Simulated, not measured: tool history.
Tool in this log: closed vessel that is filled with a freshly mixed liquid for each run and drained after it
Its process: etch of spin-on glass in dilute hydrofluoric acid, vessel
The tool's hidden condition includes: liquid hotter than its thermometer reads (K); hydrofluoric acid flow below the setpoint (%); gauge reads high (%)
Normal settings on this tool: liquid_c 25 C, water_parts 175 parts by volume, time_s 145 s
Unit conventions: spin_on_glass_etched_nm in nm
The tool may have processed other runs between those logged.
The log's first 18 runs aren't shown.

run     day  liquid_c  water_parts  time_s  wafers since the last listed run  hours since the thermometer was replaced  hours since the hydrofluoric acid flow meter was replaced  hours since the gauge calibration  read-back film thickness of the spin-on glass reference wafer, read on the same gauge (nm)  spin_on_glass_etched_nm
 19  43.854        25          115     210                              6309                                     128.6                                                      554.4                              566.8                                                                                      120.01                    54.95
 20  45.396      28.5           95     200                              4259                                     165.6                                                      591.4                              603.8                                                                                      119.97                    73.81
 21  47.533        25          175      70                              5906                                     216.9                                                      642.7                              655.1                                                                                      120.01                    11.13
 22  49.338        25          175      70                              4985                                     260.2                                                        686                              698.4                                                                                      119.95                    11.06
 23  50.362      26.5          105     120                              2832                                     284.8                                                      710.6                                723                                                                                      120.01                     36.6
 24   52.65      23.5          175      70                              6320                                     339.7                                                      765.5                              777.9                                                                                      120.02                     10.6
 25  55.221        25          175     145                              7103                                     401.4                                                      827.2                              839.6                                                                                         120                    23.08
 26  57.096        23          210      75                              5180                                     446.4                                                      872.2                              884.6                                                                                      119.98                      8.8
 27  58.896        25          175     145                              4973                                     489.6                                                      915.4                              927.8                                                                                      119.99                    22.88
 28  60.621        29          100     115                              4766                                       531                                                      956.8                              969.2                                                                                      119.97                    40.73
 29  62.842        29          215      75                              6136                                     584.3                                                     1010.1                             1022.5                                                                                      120.02                    10.62
     64.421  -- gauge calibrated
 30  64.992        25          175     145                              5940                                     635.9                                                     1061.7                               13.7                                                                                      119.99                    22.85

Below are 3 alternative next runs, each starting from the tool's condition after run 30. Predict each:
  A  65.021        25          175     145                                80                                     636.6                                                     1062.4                               14.4                                                                                           ?                        ?
  B  65.021        25          110      75                                80                                     636.6                                                     1062.4                               14.4                                                                                           ?                        ?
  C  65.021      23.5          250      95                                80                                     636.6                                                     1062.4                               14.4                                                                                           ?                        ?

run  read-back film thickness of the spin-on glass reference wafer, read on the same gauge (nm)  spin_on_glass_etched_nm
  A                                                                                      120.03                    23.01
  B                                                                                      120.03                    20.54
  C                                                                                      120.03                     9.19
The same runs, with their run-to-run variation unchanged, on a tool lacking any hidden condition would have given:
run  spin_on_glass_etched_nm
  A                    23.54
  B                    20.92
  C                     9.43
